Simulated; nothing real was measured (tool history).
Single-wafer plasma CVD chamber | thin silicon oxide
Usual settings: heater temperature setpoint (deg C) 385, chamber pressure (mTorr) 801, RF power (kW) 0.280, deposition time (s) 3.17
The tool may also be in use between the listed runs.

run	hour	heater temperature setpoint (deg C)	chamber pressure (mTorr)	RF power (kW)	deposition time (s)	wafers since the last listed run	hours since the last thermocouple change	hours since the last RF generator calibration	hours since the last manometer calibration	hours since the showerhead was replaced	hours since the gauge calibration	read-back reference wafer on the same gauge, thickness_nm	mean film thickness on the monitor wafer (angstrom)
1	0.0	385	801	0.280	3.17	0	1124.5	1392.3	847.3	4942.7	1258.8	5.768	56.89
2	67.6	385	801	0.280	3.17	2194	1192.1	1459.9	914.9	5010.3	1326.4	5.775	56.50
3	136.3	385	801	0.280	3.17	2230	1260.8	1528.6	983.6	5079.0	1395.1	5.763	57.03
4	162.0	385	801	0.280	3.17	834	1286.5	1554.3	1009.3	5104.7	1420.8	5.775	56.50
# hour 181.8: gauge calibrated
5	224.4	385	801	0.280	3.17	2025	1348.9	1616.7	1071.7	5167.1	42.6	5.557	54.92
6	271.9	385	801	0.280	2.69	1541	1396.4	1664.2	1119.2	5214.6	90.1	5.583	46.66
# hour 318.2: RF generator calibrated
7	337.6	385	878	0.330	3.17	1873	1462.1	19.4	1184.9	5280.3	155.8	5.612	63.76
8	365.0	385	925	0.235	3.60	889	1489.5	46.8	1212.3	5307.7	183.2	5.634	66.35
9	416.5	385	801	0.280	3.17	1671	1541.0	98.3	1263.8	5359.2	234.7	5.635	55.60
10	455.6	395	677	0.280	2.63	1269	1580.1	137.4	1302.9	5398.3	273.8	5.667	39.27
11	517.8	385	941	0.230	3.58	2019	1642.3	199.6	1365.1	5460.5	336.0	5.681	67.36
12	549.2	390	801	0.280	3.59	1019	1673.7	231.0	1396.5	5491.9	367.4	5.685	63.62
13	578.9	375	749	0.280	3.17	964	1703.4	260.7	1426.2	5521.6	397.1	5.704	52.95
14	603.1	385	801	0.280	3.17	785	1727.6	284.9	1450.4	5545.8	421.3	5.710	56.67
15	648.2	398	801	0.280	3.34	1464	1772.7	330.0	1495.5	5590.9	466.4	5.713	59.06
16	677.1	385	801	0.280	3.17	938	1801.6	358.9	1524.4	5619.8	495.3	5.728	56.28
17	738.1	379	700	0.235	3.48	1980	1862.6	419.9	1585.4	5680.8	556.3	5.733	51.87
18	777.8	381	801	0.280	2.76	1288	1902.3	459.6	1625.1	5720.5	596.0	5.728	49.37
# hour 795.3: thermocouple changed; heater temperature recalibrated
# hour 886.5: showerhead replaced
# hour 893.5: capacitance manometer re-zeroed and calibrated
19	992.7	385	801	0.280	3.17	6231	197.4	674.5	99.2	106.2	810.9	5.788	56.54
20	1186.1	375	749	0.280	3.17	6278	390.8	867.9	292.6	299.6	1004.3	5.781	53.98
21	1251.6	375	749	0.280	3.17	2126	456.3	933.4	358.1	365.1	1069.8	5.786	54.14
22	1320.0	392	801	0.280	3.17	2220	524.7	1001.8	426.5	433.5	1138.2	5.792	57.37
23	1384.5	385	801	0.280	2.60	2093	589.2	1066.3	491.0	498.0	1202.7	5.795	46.69
24	1438.9	395	991	0.295	3.17	1765	643.6	1120.7	545.4	552.4	1257.1	5.801	68.74
# hour 1447.0: gauge calibrated
25	1489.1	374	801	0.320	3.65	1629	693.8	1170.9	595.6	602.6	42.1	5.556	66.18
26	1514.2	396	801	0.295	3.17	814	718.9	1196.0	620.7	627.7	67.2	5.578	55.74
27	1579.4	385	801	0.280	3.17	2116	784.1	1261.2	685.9	692.9	132.4	5.619	55.58
28	1624.4	385	801	0.280	3.17	1460	829.1	1306.2	730.9	737.9	177.4	5.627	55.58

The tool's hidden state at each run:
wafer temperature above the value expected at the setpoint (K): 0 in every run
delivered RF power above the setpoint (%): 0 in every run
true pressure above the setpoint (%): 0 in every run
H1: gauge reads high (%)
run	H1
1	4.04
2	4.09
3	4.14
4	4.16
5	0.388
6	0.833
7	1.38
8	1.59
9	1.95
10	2.2
11	2.55
12	2.72
13	2.86
14	2.98
15	3.17
16	3.29
17	3.51
18	3.64
19	4.19
20	4.51
21	4.59
22	4.67
23	4.73
24	4.78
25	0.371
26	0.612
27	1.18
28	1.53
